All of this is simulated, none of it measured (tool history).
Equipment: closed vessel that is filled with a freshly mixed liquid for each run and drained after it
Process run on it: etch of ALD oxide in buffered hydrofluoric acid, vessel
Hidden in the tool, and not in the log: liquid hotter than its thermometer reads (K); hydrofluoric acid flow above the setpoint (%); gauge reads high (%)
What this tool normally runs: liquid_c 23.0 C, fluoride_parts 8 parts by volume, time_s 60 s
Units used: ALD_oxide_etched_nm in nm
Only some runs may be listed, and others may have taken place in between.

run	hour	liquid_c	fluoride_parts	time_s	wafers since the last listed run	hours since the thermometer was replaced	hours since the hydrofluoric acid flow meter was replaced	hours since the gauge calibration	read-back film thickness of the ALD oxide reference wafer, read on the same gauge (nm)	ALD_oxide_etched_nm
1	0.0	23.0	8	60	0	1912.2	598.9	399.2	60.01	255.95
2	90.9	23.0	8	60	9545	2003.1	689.8	490.1	60.01	256.91
3	125.6	23.0	8	60	3643	2037.8	724.5	524.8	60.00	255.90
4	145.5	23.0	8	60	2089	2057.7	744.4	544.7	60.03	256.62
5	175.3	23.0	8	60	3129	2087.5	774.2	574.5	59.99	258.06
6	189.7	23.0	8	60	1512	2101.9	788.6	588.9	60.00	258.23
7	207.2	23.0	8	60	1837	2119.4	806.1	606.4	59.98	257.72
8	220.5	23.0	8	60	1396	2132.7	819.4	619.7	60.00	256.63
9	238.4	23.0	8	60	1879	2150.6	837.3	637.6	60.00	257.24
10	271.2	23.0	8	60	3444	2183.4	870.1	670.4	59.99	257.54
11	289.5	23.0	8	60	1921	2201.7	888.4	688.7	59.99	257.30
12	324.0	23.0	8	60	3622	2236.2	922.9	723.2	60.00	258.22
13	358.6	23.0	8	40	3633	2270.8	957.5	757.8	60.00	172.58
14	384.6	23.0	8	60	2730	2296.8	983.5	783.8	60.00	258.55
15	413.7	23.0	8	60	3055	2325.9	1012.6	812.9	59.99	259.55
16	448.0	26.0	8	60	3601	2360.2	1046.9	847.2	60.04	304.58
# hour 450.1: hydrofluoric acid flow meter replaced
17	466.2	20.0	8	60	1806	2378.4	16.1	865.4	59.98	221.47
18	493.3	23.0	8	60	2845	2405.5	43.2	892.5	59.99	259.48
19	515.1	23.0	8	60	2289	2427.3	65.0	914.3	60.02	259.24
20	541.1	23.0	8	60	2730	2453.3	91.0	940.3	59.98	260.37
21	573.6	19.0	8	75	3412	2485.8	123.5	972.8	59.99	259.15
22	596.8	19.0	6	75	2436	2509.0	146.7	996.0	60.02	344.87
23	617.1	27.0	6	35	2131	2529.3	167.0	1016.3	60.00	248.44
# hour 644.3: thermometer replaced
24	648.4	23.0	11	60	3181	4.1	198.3	1047.6	60.01	184.48
25	680.0	19.5	7	85	3318	35.7	229.9	1079.2	59.99	329.74
# hour 688.7: gauge calibrated
26	711.1	21.0	9	40	3265	66.8	261.0	22.4	59.98	129.19
27	734.6	23.0	8	60	2467	90.3	284.5	45.9	60.03	245.42
28	752.2	23.0	7	60	1848	107.9	302.1	63.5	60.03	283.31
29	776.7	23.0	8	40	2572	132.4	326.6	88.0	60.00	163.31
30	796.9	28.0	8	60	2121	152.6	346.8	108.2	59.98	322.99
31	823.5	23.0	5	30	2793	179.2	373.4	134.8	60.00	189.73
32	843.6	23.0	8	60	2110	199.3	393.5	154.9	60.00	247.47
33	870.4	23.0	8	35	2814	226.1	420.3	181.7	59.98	144.02
34	893.9	23.0	8	45	2467	249.6	443.8	205.2	60.02	185.42

What if the next run were any one of these 4? Each begins from the tool's condition after run 34:
A	894.6	23.0	8	60	73	250.3	444.5	205.9	?	?
B	894.6	23.0	5	60	73	250.3	444.5	205.9	?	?
C	894.6	23.0	5	95	73	250.3	444.5	205.9	?	?
D	894.6	23.0	6	85	73	250.3	444.5	205.9	?	?

run	read-back film thickness of the ALD oxide reference wafer, read on the same gauge (nm)	ALD_oxide_etched_nm
A	60.03	246.10
B	60.03	379.12
C	60.03	600.28
D	60.03	460.32
Had the tool no hidden state, the same runs would have come out as:
run	ALD_oxide_etched_nm
A	243.15
B	374.59
C	593.10
D	454.81
